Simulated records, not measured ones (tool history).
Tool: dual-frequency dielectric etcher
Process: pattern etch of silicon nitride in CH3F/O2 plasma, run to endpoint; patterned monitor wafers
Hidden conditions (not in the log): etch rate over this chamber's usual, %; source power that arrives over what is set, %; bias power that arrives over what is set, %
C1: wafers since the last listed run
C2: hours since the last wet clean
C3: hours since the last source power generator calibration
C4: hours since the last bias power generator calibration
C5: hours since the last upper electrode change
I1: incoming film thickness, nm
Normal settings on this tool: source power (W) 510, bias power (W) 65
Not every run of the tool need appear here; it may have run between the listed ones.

Run 1, day 0: usual settings; C1 0; C2 277.9; C3 1685.1; C4 4973.6; C5 4109.2; I1 93.2. Result: endpoint time (s) 91.8.
Run 2, day 0.554: usual settings; C1 56; C2 291.2; C3 1698.4; C4 4986.9; C5 4122.5; I1 92.4. Result: endpoint time (s) 91.3.
Run 3, day 0.958: usual settings; C1 41; C2 300.9; C3 1708.1; C4 4996.6; C5 4132.2; I1 92.7. Result: endpoint time (s) 90.9.
Run 4, day 1.304: usual settings; C1 35; C2 309.2; C3 1716.4; C4 5004.9; C5 4140.5; I1 92.1. Result: endpoint time (s) 90.
Run 5, day 1.792: usual settings; C1 49; C2 320.9; C3 1728.1; C4 5016.6; C5 4152.2; I1 93.4. Result: endpoint time (s) 91.5.
Run 6, day 2.425: usual settings; C1 64; C2 336.1; C3 1743.3; C4 5031.8; C5 4167.4; I1 92.9. Result: endpoint time (s) 91.3.
Run 7, day 3.029: usual settings; C1 61; C2 350.6; C3 1757.8; C4 5046.3; C5 4181.9; I1 92.1. Result: endpoint time (s) 90.9.
At day 4.196: wet clean of the chamber.
At day 4.25: bias power generator calibrated.
Run 8, day 4.271: usual settings; C1 18; C2 1.8; C3 1787.6; C4 0.5; C5 4211.7; I1 92.6. Result: endpoint time (s) 91.
Run 9, day 4.288: usual settings; C1 1; C2 2.2; C3 1788; C4 0.9; C5 4212.1; I1 92.9. Result: endpoint time (s) 91.
At day 4.458: source power generator calibrated.
At day 5.592: upper electrode replaced.
Run 10, day 6.083: usual settings but source power (W) 610, bias power (W) 49; C1 64; C2 45.3; C3 39; C4 44; C5 11.8; I1 93.4. Result: endpoint time (s) 93.6.
Run 11, day 6.583: usual settings; C1 51; C2 57.3; C3 51; C4 56; C5 23.8; I1 93.1. Result: endpoint time (s) 91.9.
Run 12, day 6.975: usual settings but source power (W) 590, bias power (W) 72; C1 40; C2 66.7; C3 60.4; C4 65.4; C5 33.2; I1 92.2. Result: endpoint time (s) 82.5.
Run 13, day 7.721: usual settings but source power (W) 450, bias power (W) 72; C1 76; C2 84.6; C3 78.3; C4 83.3; C5 51.1; I1 92.2. Result: endpoint time (s) 92.7.
Run 14, day 8.421: usual settings; C1 71; C2 101.4; C3 95.1; C4 100.1; C5 67.9; I1 91.8. Result: endpoint time (s) 89.5.
Run 15, day 8.992: usual settings but source power (W) 450; C1 58; C2 115.1; C3 108.8; C4 113.8; C5 81.6; I1 92. Result: endpoint time (s) 95.6.
Run 16, day 9.267: usual settings; C1 28; C2 121.7; C3 115.4; C4 120.4; C5 88.2; I1 91.4. Result: endpoint time (s) 89.3.
Run 17, day 9.975: usual settings but source power (W) 430, bias power (W) 79; C1 72; C2 138.7; C3 132.4; C4 137.4; C5 105.2; I1 91.9. Result: endpoint time (s) 90.7.
Run 18, day 10.275: usual settings but source power (W) 570, bias power (W) 56; C1 30; C2 145.9; C3 139.6; C4 144.6; C5 112.4; I1 93.2. Result: endpoint time (s) 90.8.

Forecast each of these 5 alternatives for the next run:
Run A, day 10.296: usual settings; C1 2; C2 146.4; C3 140.1; C4 145.1; C5 112.9; I1 92.7. Result: endpoint time (s) ?.
Run B, day 10.296: usual settings but source power (W) 400, bias power (W) 60; C1 2; C2 146.4; C3 140.1; C4 145.1; C5 112.9; I1 92.7. Result: endpoint time (s) ?.
Run C, day 10.296: usual settings but source power (W) 580, bias power (W) 71; C1 2; C2 146.4; C3 140.1; C4 145.1; C5 112.9; I1 92.7. Result: endpoint time (s) ?.
Run D, day 10.296: usual settings but source power (W) 400, bias power (W) 53; C1 2; C2 146.4; C3 140.1; C4 145.1; C5 112.9; I1 92.7. Result: endpoint time (s) ?.
Run E, day 10.296: usual settings but source power (W) 460, bias power (W) 53; C1 2; C2 146.4; C3 140.1; C4 145.1; C5 112.9; I1 92.7. Result: endpoint time (s) ?.

run  endpoint time (s)
  A               90.7
  B              102.9
  C               83.7
  D                107
  E              100.9
With no hidden state in the tool, these same runs would have given:
run  endpoint time (s)
  A               90.7
  B              102.9
  C               83.7
  D                107
  E              100.9
